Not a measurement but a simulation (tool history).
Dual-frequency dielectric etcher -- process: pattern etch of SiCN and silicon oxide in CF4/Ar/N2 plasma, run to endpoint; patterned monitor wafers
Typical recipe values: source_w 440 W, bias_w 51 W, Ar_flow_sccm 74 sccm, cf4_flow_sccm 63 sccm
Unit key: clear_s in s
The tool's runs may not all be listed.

run,hour,source_w,bias_w,Ar_flow_sccm,cf4_flow_sccm,wafers since the last listed run,hours since the last wet clean,hours since the last source power generator calibration,hours since the last bias power generator calibration,hours since the last Ar flow controller change,hours since the last CF4 flow controller change,hours since the last upper electrode change,"incoming incoming film thickness, nm",clear_s
1,0.0,440,51,74,63,0,290.2,3861.5,172.7,2406.1,135.2,5714.8,9.57,13.1
2,29.8,440,51,74,63,289,320.0,3891.3,202.5,2435.9,165.0,5744.6,9.57,13.2
# hour 60.7: upper electrode replaced
3,61.2,440,51,74,63,71,351.4,3922.7,233.9,2467.3,196.4,0.5,9.66,13.1
4,72.2,440,51,87,56,106,362.4,3933.7,244.9,2478.3,207.4,11.5,9.60,13.7
5,132.8,440,51,79,54,587,423.0,3994.3,305.5,2538.9,268.0,72.1,9.57,13.6
# hour 178.4: wet clean of the chamber
6,178.9,440,51,80,79,214,0.5,4040.4,351.6,2585.0,314.1,118.2,9.59,12.5
7,179.2,490,51,56,63,2,0.8,4040.7,351.9,2585.3,314.4,118.5,9.52,11.3
# hour 196.5: source power generator calibrated
8,208.9,440,51,74,63,249,30.5,12.4,381.6,2615.0,344.1,148.2,9.57,12.8
9,235.0,440,51,74,63,253,56.6,38.5,407.7,2641.1,370.2,174.3,9.58,12.9
10,251.1,440,51,74,68,156,72.7,54.6,423.8,2657.2,386.3,190.4,9.60,12.8
11,263.7,540,44,89,63,122,85.3,67.2,436.4,2669.8,398.9,203.0,9.70,11.8
12,277.9,530,58,79,71,137,99.5,81.4,450.6,2684.0,413.1,217.2,9.58,10.5
13,310.7,540,62,92,63,318,132.3,114.2,483.4,2716.8,445.9,250.0,9.56,10.4
# hour 330.0: Ar flow controller replaced
14,330.5,440,51,74,63,133,152.1,134.0,503.2,0.5,465.7,269.8,9.60,13.0
15,357.5,380,61,74,63,261,179.1,161.0,530.2,27.5,492.7,296.8,9.60,13.8
16,380.7,440,55,74,55,225,202.3,184.2,553.4,50.7,515.9,320.0,9.58,12.9
17,410.7,440,51,74,63,291,232.3,214.2,583.4,80.7,545.9,350.0,9.45,12.9
18,423.0,440,51,74,63,119,244.6,226.5,595.7,93.0,558.2,362.3,9.69,13.2
19,453.8,400,51,90,63,298,275.4,257.3,626.5,123.8,589.0,393.1,9.55,14.5
20,471.1,440,56,74,53,167,292.7,274.6,643.8,141.1,606.3,410.4,9.55,13.0
21,505.9,380,48,58,73,337,327.5,309.4,678.6,175.9,641.1,445.2,9.66,14.7
22,528.3,440,51,58,63,217,349.9,331.8,701.0,198.3,663.5,467.6,9.61,12.8
23,542.9,440,51,57,55,141,364.5,346.4,715.6,212.9,678.1,482.2,9.63,13.1

The same runs without the tool's hidden state, with the same run-to-run variation:
The hidden state here: etch rate over this chamber's usual, %; source power that arrives over what is set, %; bias power that arrives over what is set, %; Ar flow that arrives over what is set, %; CF4 flow that arrives over what is set, %.
run,clear_s
1,12.8
2,12.9
3,12.8
4,13.3
5,13.2
6,12.5
7,11.3
8,12.7
9,12.8
10,12.7
11,11.7
12,10.4
13,10.2
14,12.9
15,13.6
16,12.7
17,12.6
18,12.9
19,14.2
20,12.7
21,14.3
22,12.4
23,12.8

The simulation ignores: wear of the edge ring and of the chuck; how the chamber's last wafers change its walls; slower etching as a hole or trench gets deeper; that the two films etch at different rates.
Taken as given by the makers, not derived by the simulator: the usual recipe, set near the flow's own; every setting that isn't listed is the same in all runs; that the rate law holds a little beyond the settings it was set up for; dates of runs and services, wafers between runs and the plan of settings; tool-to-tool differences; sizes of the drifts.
